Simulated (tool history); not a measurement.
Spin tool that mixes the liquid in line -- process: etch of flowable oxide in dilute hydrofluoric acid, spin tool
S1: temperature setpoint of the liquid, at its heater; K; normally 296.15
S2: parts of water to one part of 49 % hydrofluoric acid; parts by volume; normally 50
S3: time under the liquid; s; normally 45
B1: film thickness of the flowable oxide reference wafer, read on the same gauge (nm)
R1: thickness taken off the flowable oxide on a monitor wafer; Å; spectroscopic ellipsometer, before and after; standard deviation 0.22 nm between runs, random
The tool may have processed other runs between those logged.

{"run": 1, "day": 0.0, "S1": 294.65, "S2": 50, "S3": 45, "B1": 40.01, "R1": 351.0}
{"run": 2, "day": 0.421, "S1": 294.65, "S2": 50, "S3": 45, "B1": 40.02, "R1": 352.6}
{"run": 3, "day": 0.838, "S1": 296.15, "S2": 50, "S3": 45, "B1": 39.99, "R1": 372.9}
{"run": 4, "day": 1.162, "S1": 296.15, "S2": 50, "S3": 45, "B1": 39.98, "R1": 370.4}
{"run": 5, "day": 1.633, "S1": 296.15, "S2": 50, "S3": 45, "B1": 40.0, "R1": 372.6}
{"run": 6, "day": 2.125, "S1": 296.15, "S2": 50, "S3": 45, "B1": 40.03, "R1": 370.3}
{"run": 7, "day": 3.667, "S1": 296.15, "S2": 50, "S3": 45, "B1": 40.0, "R1": 369.5}
{"day": 4.075, "done": "hydrofluoric acid flow meter replaced"}
{"run": 8, "day": 4.238, "S1": 296.15, "S2": 50, "S3": 45, "B1": 40.03, "R1": 339.1}
{"day": 4.317, "done": "thermometer replaced"}
{"run": 9, "day": 4.804, "S1": 296.15, "S2": 50, "S3": 45, "B1": 40.03, "R1": 345.1}
{"run": 10, "day": 5.262, "S1": 296.15, "S2": 70, "S3": 40, "B1": 39.99, "R1": 210.3}
{"run": 11, "day": 5.546, "S1": 296.15, "S2": 50, "S3": 60, "B1": 40.0, "R1": 455.3}
{"run": 12, "day": 6.288, "S1": 300.15, "S2": 50, "S3": 45, "B1": 40.01, "R1": 397.6}
{"day": 6.333, "done": "gauge calibrated"}
{"day": 6.408, "done": "hydrofluoric acid flow meter replaced, repeated, since the last time left the tool worse"}
{"run": 13, "day": 6.796, "S1": 296.15, "S2": 50, "S3": 45, "B1": 40.0, "R1": 406.3}
{"run": 14, "day": 7.521, "S1": 296.15, "S2": 50, "S3": 45, "B1": 40.0, "R1": 403.3}
{"run": 15, "day": 8.046, "S1": 299.65, "S2": 50, "S3": 55, "B1": 40.0, "R1": 571.2}
{"run": 16, "day": 8.704, "S1": 296.15, "S2": 35, "S3": 45, "B1": 40.0, "R1": 585.5}
{"run": 17, "day": 8.992, "S1": 294.15, "S2": 70, "S3": 60, "B1": 39.96, "R1": 344.9}
{"run": 18, "day": 9.55, "S1": 294.65, "S2": 35, "S3": 25, "B1": 40.01, "R1": 308.3}
{"run": 19, "day": 10.246, "S1": 292.65, "S2": 40, "S3": 20, "B1": 40.02, "R1": 193.8}

Some steps in R1, run to run, broken into two amounts with sign: the step expected even without the hidden condition (settings, incoming material, random variation), and the rest, left for the hidden condition together with whatever gauge scatter is not in both the measured and the hidden-condition-free result:
What the log doesn't record here: liquid hotter than its thermometer reads (K); hydrofluoric acid flow below the setpoint (%); gauge reads high (%).
Run 10 -> 11: S2 70 -> 50, S3 40 -> 60. R1 +245.0 Å: hidden state -47.1, all else +292.1.
Run 12 -> 13: S1 300.15 -> 296.15, gauge calibrated, hydrofluoric acid flow meter replaced, repeated, since the last time left the tool worse. R1 +8.7 Å: hidden state +75.1, all else -66.4.

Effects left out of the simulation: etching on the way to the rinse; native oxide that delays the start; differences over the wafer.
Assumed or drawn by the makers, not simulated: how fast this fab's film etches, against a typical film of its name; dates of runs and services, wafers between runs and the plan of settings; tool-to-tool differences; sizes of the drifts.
